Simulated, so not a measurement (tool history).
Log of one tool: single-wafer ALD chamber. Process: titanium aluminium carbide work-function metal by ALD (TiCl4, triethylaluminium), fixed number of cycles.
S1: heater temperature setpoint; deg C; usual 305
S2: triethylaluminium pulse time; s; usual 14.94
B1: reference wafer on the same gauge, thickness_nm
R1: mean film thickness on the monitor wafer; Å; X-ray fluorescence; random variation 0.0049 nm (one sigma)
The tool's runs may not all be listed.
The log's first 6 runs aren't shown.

{"run": 7, "hour": 114.6, "S1": 296, "S2": 19.1, "B1": 1.631, "R1": 18.72}
{"run": 8, "hour": 122.8, "S1": 296, "S2": 19.1, "B1": 1.629, "R1": 18.74}
{"hour": 123.4, "done": "gauge calibrated"}
{"run": 9, "hour": 137.2, "S1": 297, "S2": 18.88, "B1": 1.63, "R1": 18.8}
{"run": 10, "hour": 144.9, "S1": 297, "S2": 18.88, "B1": 1.629, "R1": 18.86}
{"run": 11, "hour": 157.2, "S1": 297, "S2": 18.88, "B1": 1.629, "R1": 18.84}
{"run": 12, "hour": 165.1, "S1": 299, "S2": 14.94, "B1": 1.63, "R1": 18.43}
{"run": 13, "hour": 174.6, "S1": 299, "S2": 14.94, "B1": 1.63, "R1": 18.35}
{"run": 14, "hour": 184.1, "S1": 299, "S2": 14.94, "B1": 1.63, "R1": 18.36}
{"run": 15, "hour": 195.1, "S1": 305, "S2": 10.57, "B1": 1.631, "R1": 15.79}
{"hour": 204.7, "done": "triethylaluminium bottle replaced"}
{"run": 16, "hour": 205.6, "S1": 310, "S2": 9.71, "B1": 1.63, "R1": 17.48}
{"run": 17, "hour": 221.1, "S1": 313, "S2": 19.86, "B1": 1.631, "R1": 20.63}
{"run": 18, "hour": 232.4, "S1": 319, "S2": 14.94, "B1": 1.628, "R1": 20.87}
{"run": 19, "hour": 242.8, "S1": 291, "S2": 12.57, "B1": 1.628, "R1": 17.88}

Run 20 comes next. What will it give?
{"hour": 262.8, "done": "showerhead replaced"}
{"run": 20, "hour": 263.3, "S1": 305, "S2": 11.95, "B1": "?", "R1": "?"}

B1: 1.629
R1: 18.82 Å
Without the tool's hidden state the same run would have given R1 19.11 Å.
